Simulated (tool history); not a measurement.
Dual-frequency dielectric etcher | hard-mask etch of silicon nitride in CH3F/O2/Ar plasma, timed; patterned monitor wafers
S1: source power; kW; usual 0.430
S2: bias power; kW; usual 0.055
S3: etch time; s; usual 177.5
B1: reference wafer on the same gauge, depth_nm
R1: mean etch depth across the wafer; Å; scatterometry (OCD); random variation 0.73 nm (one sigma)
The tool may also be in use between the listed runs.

run,hour,S1,S2,S3,B1,R1
1,0.0,0.480,0.055,177.5,130.1,1172
2,67.6,0.430,0.055,177.5,130.2,1109
# hour 145.6: wet clean of the chamber
3,146.1,0.430,0.055,177.5,130.0,1144
4,189.2,0.430,0.055,177.5,130.2,1143
5,250.5,0.430,0.055,177.5,130.1,1119
6,308.8,0.430,0.055,177.5,129.7,1114
7,376.6,0.430,0.055,177.5,130.2,1124
8,421.7,0.430,0.055,177.5,129.9,1096
9,445.9,0.430,0.055,177.5,129.9,1090
10,499.5,0.430,0.055,177.5,130.1,1106
# hour 533.7: bias power generator calibrated
# hour 549.8: upper electrode replaced
11,569.5,0.400,0.055,177.5,130.1,1065
# hour 619.8: wet clean of the chamber
12,620.3,0.400,0.055,177.5,129.9,1120
# hour 643.7: gauge calibrated
13,667.0,0.470,0.055,177.5,129.9,1176
14,701.4,0.430,0.047,206.5,130.3,1254
15,725.5,0.520,0.055,177.5,130.0,1211
16,753.7,0.430,0.067,230.0,129.8,1582
17,777.8,0.460,0.046,197.0,129.8,1211
18,807.3,0.500,0.045,177.5,129.8,1104
# hour 869.4: source power generator calibrated
19,869.9,0.370,0.050,162.5,130.0,938
20,907.3,0.430,0.069,177.5,130.2,1206
# hour 983.0: wet clean of the chamber
21,1010.8,0.350,0.067,220.0,130.2,1399
22,1062.9,0.430,0.044,177.5,130.1,1048
23,1125.3,0.430,0.055,177.5,130.0,1113
24,1153.1,0.430,0.055,177.5,130.0,1122
25,1210.1,0.430,0.067,147.5,130.3,990

Forecast each of these 4 alternatives for the next run:
A,1210.6,0.510,0.055,177.5,?,?
B,1210.6,0.480,0.051,192.0,?,?
C,1210.6,0.430,0.055,146.5,?,?
D,1210.6,0.430,0.059,153.0,?,?

run,B1,R1
A,129.7,1173
B,129.7,1208
C,129.7,909
D,129.7,973
Without the tool's hidden state the same runs would have given:
run,R1
A,1204
B,1240
C,933
D,999
